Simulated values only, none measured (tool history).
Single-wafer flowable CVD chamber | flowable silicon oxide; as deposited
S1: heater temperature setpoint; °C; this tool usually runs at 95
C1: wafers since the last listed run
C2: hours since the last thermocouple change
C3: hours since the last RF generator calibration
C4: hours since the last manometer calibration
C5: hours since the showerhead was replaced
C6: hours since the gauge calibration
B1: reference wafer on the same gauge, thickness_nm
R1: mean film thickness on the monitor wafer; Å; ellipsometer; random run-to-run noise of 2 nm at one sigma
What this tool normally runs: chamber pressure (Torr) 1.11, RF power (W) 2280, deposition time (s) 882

Run 1, day 0.000: usual settings; C1 0; C2 2298.1; C3 2399.1; C4 1595.6; C5 2548.0; C6 342.7; B1 956.309. Result: R1 9613.17 Å.
Run 2, day 0.429: usual settings but deposition time (s) 808; C1 17; C2 2308.4; C3 2409.4; C4 1605.9; C5 2558.3; C6 353.0; B1 956.425. Result: R1 8825.97 Å.
Run 3, day 0.700: usual settings but deposition time (s) 808; C1 11; C2 2314.9; C3 2415.9; C4 1612.4; C5 2564.8; C6 359.5; B1 956.488. Result: R1 8868.12 Å.
Run 4, day 1.504: usual settings but deposition time (s) 808; C1 33; C2 2334.2; C3 2435.2; C4 1631.7; C5 2584.1; C6 378.8; B1 955.275. Result: R1 8834.18 Å.
Run 5, day 2.183: usual settings; C1 28; C2 2350.5; C3 2451.5; C4 1648.0; C5 2600.4; C6 395.1; B1 955.904. Result: R1 9693.60 Å.
At day 2.775: capacitance manometer re-zeroed and calibrated.
Run 6, day 2.862: usual settings; C1 14; C2 2366.8; C3 2467.8; C4 2.1; C5 2616.7; C6 411.4; B1 956.138. Result: R1 9638.99 Å.
Run 7, day 3.146: usual settings; C1 11; C2 2373.6; C3 2474.6; C4 8.9; C5 2623.5; C6 418.2; B1 955.891. Result: R1 9648.94 Å.
Run 8, day 3.446: usual settings but chamber pressure (Torr) 0.96, deposition time (s) 1044; C1 12; C2 2380.8; C3 2481.8; C4 16.1; C5 2630.7; C6 425.4; B1 955.706. Result: R1 9841.74 Å.
Run 9, day 3.883: usual settings; C1 18; C2 2391.3; C3 2492.3; C4 26.6; C5 2641.2; C6 435.9; B1 956.022. Result: R1 9672.74 Å.
Run 10, day 4.146: usual settings but S1 91 °C, chamber pressure (Torr) 1.00, RF power (W) 2540, deposition time (s) 733; C1 10; C2 2397.6; C3 2498.6; C4 32.9; C5 2647.5; C6 442.2; B1 956.118. Result: R1 8353.70 Å.
Run 11, day 4.646: usual settings but deposition time (s) 954; C1 20; C2 2409.6; C3 2510.6; C4 44.9; C5 2659.5; C6 454.2; B1 955.306. Result: R1 10452.35 Å.
Run 12, day 5.362: usual settings but S1 110 °C, chamber pressure (Torr) 0.93; C1 29; C2 2426.8; C3 2527.8; C4 62.1; C5 2676.7; C6 471.4; B1 955.704. Result: R1 4900.09 Å.
At day 5.771: showerhead replaced.
Run 13, day 5.829: usual settings but S1 83 °C, RF power (W) 1965; C1 5; C2 2438.0; C3 2539.0; C4 73.3; C5 1.4; C6 482.6; B1 956.024. Result: R1 13726.75 Å.
Run 14, day 6.433: usual settings but RF power (W) 2415; C1 25; C2 2452.5; C3 2553.5; C4 87.8; C5 15.9; C6 497.1; B1 956.171. Result: R1 9719.01 Å.
Run 15, day 7.096: usual settings but RF power (W) 2700, deposition time (s) 828; C1 27; C2 2468.4; C3 2569.4; C4 103.7; C5 31.8; C6 513.0; B1 955.945. Result: R1 9224.98 Å.
Run 16, day 7.692: usual settings; C1 24; C2 2482.7; C3 2583.7; C4 118.0; C5 46.1; C6 527.3; B1 956.005. Result: R1 9642.54 Å.
At day 8.008: gauge calibrated.
Run 17, day 8.221: usual settings; C1 22; C2 2495.4; C3 2596.4; C4 130.7; C5 58.8; C6 5.1; B1 956.341. Result: R1 9645.21 Å.
Run 18, day 8.579: usual settings but S1 81 °C; C1 14; C2 2504.0; C3 2605.0; C4 139.3; C5 67.4; C6 13.7; B1 955.912. Result: R1 14823.47 Å.
Run 19, day 9.008: usual settings but RF power (W) 1930, deposition time (s) 1023; C1 17; C2 2514.3; C3 2615.3; C4 149.6; C5 77.7; C6 24.0; B1 955.989. Result: R1 10947.15 Å.
Run 20, day 9.562: usual settings but chamber pressure (Torr) 1.04; C1 23; C2 2527.6; C3 2628.6; C4 162.9; C5 91.0; C6 37.3; B1 956.551. Result: R1 9053.34 Å.
At day 10.317: RF generator calibrated.
Run 21, day 10.338: usual settings but chamber pressure (Torr) 1.21, RF power (W) 2420; C1 18; C2 2546.2; C3 0.5; C4 181.5; C5 109.6; C6 55.9; B1 955.517. Result: R1 10608.73 Å.
Run 22, day 10.642: usual settings but S1 84 °C, chamber pressure (Torr) 1.28, RF power (W) 1875, deposition time (s) 739; C1 12; C2 2553.5; C3 7.8; C4 188.8; C5 116.9; C6 63.2; B1 956.633. Result: R1 12792.50 Å.
Run 23, day 11.058: usual settings but chamber pressure (Torr) 0.91, deposition time (s) 1022; C1 17; C2 2563.5; C3 17.8; C4 198.8; C5 126.9; C6 73.2; B1 955.685. Result: R1 9102.85 Å.
At day 11.500: thermocouple changed; heater temperature recalibrated.
Run 24, day 13.250: usual settings but S1 108 °C, chamber pressure (Torr) 1.30, RF power (W) 2155, deposition time (s) 1007; C1 77; C2 42.0; C3 70.4; C4 251.4; C5 179.5; C6 125.8; B1 955.682. Result: R1 8400.44 Å.
Run 25, day 14.850: usual settings; C1 66; C2 80.4; C3 108.8; C4 289.8; C5 217.9; C6 164.2; B1 956.925. Result: R1 9663.81 Å.
Run 26, day 15.567: usual settings; C1 29; C2 97.6; C3 126.0; C4 307.0; C5 235.1; C6 181.4; B1 955.905. Result: R1 9690.68 Å.
Run 27, day 15.917: usual settings but chamber pressure (Torr) 1.28; C1 14; C2 106.0; C3 134.4; C4 315.4; C5 243.5; C6 189.8; B1 956.053. Result: R1 11111.88 Å.
Run 28, day 16.417: usual settings but S1 104 °C, chamber pressure (Torr) 1.32, RF power (W) 2050; C1 20; C2 118.0; C3 146.4; C4 327.4; C5 255.5; C6 201.8; B1 955.493. Result: R1 8403.90 Å.
Run 29, day 16.783: usual settings; C1 15; C2 126.8; C3 155.2; C4 336.2; C5 264.3; C6 210.6; B1 955.902. Result: R1 9649.28 Å.

Hidden state at the last listed run before each entry between runs and at the first one after, where it differs:
Run 5 -> run 6: capacitance manometer re-zeroed and calibrated (day 2.775)
  nothing in the hidden state changes from one run to the other
Run 12 -> run 13: showerhead replaced (day 5.771)
  nothing in the hidden state changes from one run to the other
Run 16 -> run 17: gauge calibrated (day 8.008)
  nothing in the hidden state changes from one run to the other
Run 20 -> run 21: RF generator calibrated (day 10.317)
  nothing in the hidden state changes from one run to the other
Run 23 -> run 24: thermocouple changed; heater temperature recalibrated (day 11.500)
  nothing in the hidden state changes from one run to the other
